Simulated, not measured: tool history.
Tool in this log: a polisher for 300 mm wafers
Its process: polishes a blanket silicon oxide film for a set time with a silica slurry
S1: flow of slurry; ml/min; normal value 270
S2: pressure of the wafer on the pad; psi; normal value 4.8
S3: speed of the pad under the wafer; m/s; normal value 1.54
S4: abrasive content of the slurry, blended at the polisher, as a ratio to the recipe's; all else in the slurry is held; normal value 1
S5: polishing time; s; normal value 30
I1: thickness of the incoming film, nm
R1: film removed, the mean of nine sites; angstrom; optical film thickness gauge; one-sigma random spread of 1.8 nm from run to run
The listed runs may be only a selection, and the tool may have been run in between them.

run   hour   S1   S2    S3    S4  S5      I1    R1
  1      0  315  4.8  1.54     1  30  1898.6  1772
        23  -- worn pad replaced by a new one
  2     41  270  4.8  1.54     1  30  1914.6  1729
      46.3  -- conditioning disc replaced and pad reconditioned
  3   72.7  270  4.8  1.54     1  30  1880.3  1714
  4  125.7  270  4.8  1.54     1  30  1856.4  1726
     160.5  -- worn pad replaced by a new one
  5  162.6  270  4.8  1.54     1  30  1838.2  1710
  6  226.5  270    6  1.54     1  30  1898.6  2154
     266.2  -- slurry blender recalibrated
     279.9  -- conditioning disc replaced and pad reconditioned
  7  307.4  270    6  1.54     1  30  1845.5  2133
     310.1  -- slurry nozzle cleaned
     321.7  -- worn pad replaced by a new one
  8  366.6  270  4.8  1.54     1  30  1878.8  1700
  9  425.8  270  4.8  1.54     1  30  1899.7  1733
 10    454  270  4.8  1.54     1  30  1854.1  1726
     461.4  -- worn pad replaced by a new one
 11  487.3  235  5.2  1.54  0.75  30  1868.7  1607
     513.5  -- conditioning disc replaced and pad reconditioned
     538.4  -- slurry blender recalibrated
 12  541.4  175  6.3   1.9     1  27  1873.2  2247
     561.2  -- head pressure recalibrated
 13    590  345  4.8  1.54     1  30  1859.8  1728
     599.4  -- worn pad replaced by a new one
 14  614.5  300  4.8  1.54     1  33    1869  1933
 15    660  270  4.8  1.54     1  30  1853.4  1725
     670.5  -- slurry nozzle cleaned
 16  711.2  330  4.8  1.54     1  21  1872.9  1219

3 ways to go on from here, each from the tool as it stands after run 16. What would each give?
  A  711.6  270  4.8  1.54     1  21  1858.8   ?
  B  711.6  175  4.8   1.1     1  30  1858.8   ?
  C  711.6  245  4.8  1.54  1.25  33  1858.8   ?

run    R1
  A  1171
  B  1289
  C  2006
Had the tool no hidden state, the same runs would have come out as:
run    R1
  A  1171
  B  1289
  C  2006
